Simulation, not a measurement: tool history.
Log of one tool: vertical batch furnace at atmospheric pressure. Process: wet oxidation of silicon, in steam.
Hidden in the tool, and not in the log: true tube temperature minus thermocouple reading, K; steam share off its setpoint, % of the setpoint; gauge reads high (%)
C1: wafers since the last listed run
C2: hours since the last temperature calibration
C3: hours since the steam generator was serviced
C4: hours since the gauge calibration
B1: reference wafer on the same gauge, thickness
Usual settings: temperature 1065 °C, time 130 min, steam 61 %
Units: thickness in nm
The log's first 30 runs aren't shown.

run 31 hour=2700.3 | temperature=1051 time=130 steam=51 | C1=336 C2=307.1 C3=1178.7 C4=703.6 | B1=800.18 | thickness=557.26
run 32 hour=2796.1 | temperature=1054 time=104 steam=61 | C1=850 C2=402.9 C3=1274.5 C4=799.4 | B1=800.25 | thickness=549.46
run 33 hour=2866.4 | temperature=1051 time=109 steam=61 | C1=623 C2=473.2 C3=1344.8 C4=869.7 | B1=799.86 | thickness=559.9
run 34 hour=2963.1 | temperature=1065 time=80.5 steam=65 | C1=858 C2=569.9 C3=1441.5 C4=966.4 | B1=798.62 | thickness=514.46
run 35 hour=3042.4 | temperature=1043 time=130 steam=73 | C1=703 C2=649.2 C3=1520.8 C4=1045.7 | B1=799.89 | thickness=653.09
run 36 hour=3254.9 | temperature=1065 time=130 steam=61 | C1=1885 C2=861.7 C3=1733.3 C4=1258.2 | B1=799.82 | thickness=644.65
run 37 hour=3331.7 | temperature=1051 time=111.5 steam=53 | C1=681 C2=938.5 C3=1810.1 C4=1335 | B1=800.86 | thickness=516.02
run 38 hour=3399.6 | temperature=1065 time=130 steam=61 | C1=602 C2=1006.4 C3=1878 C4=1402.9 | B1=799.38 | thickness=640.24
run 39 hour=3460.9 | temperature=1065 time=130 steam=69 | C1=543 C2=1067.7 C3=1939.3 C4=1464.2 | B1=800.21 | thickness=684.78

Forecast each of these 3 alternatives for the next run:
run A hour=3467.8 | temperature=1065 time=130 steam=54 | C1=61 C2=1074.6 C3=1946.2 C4=1471.1 | B1=? | thickness=?
run B hour=3467.8 | temperature=1065 time=130 steam=73 | C1=61 C2=1074.6 C3=1946.2 C4=1471.1 | B1=? | thickness=?
run C hour=3467.8 | temperature=1065 time=109 steam=65 | C1=61 C2=1074.6 C3=1946.2 C4=1471.1 | B1=? | thickness=?

run=A B1=800.42 thickness=595.68
run=B B1=800.42 thickness=702.08
run=C B1=800.42 thickness=598.7
Without the tool's hidden state the same runs would have given:
run=A thickness=621.35
run=B thickness=732.19
run=C thickness=624.5
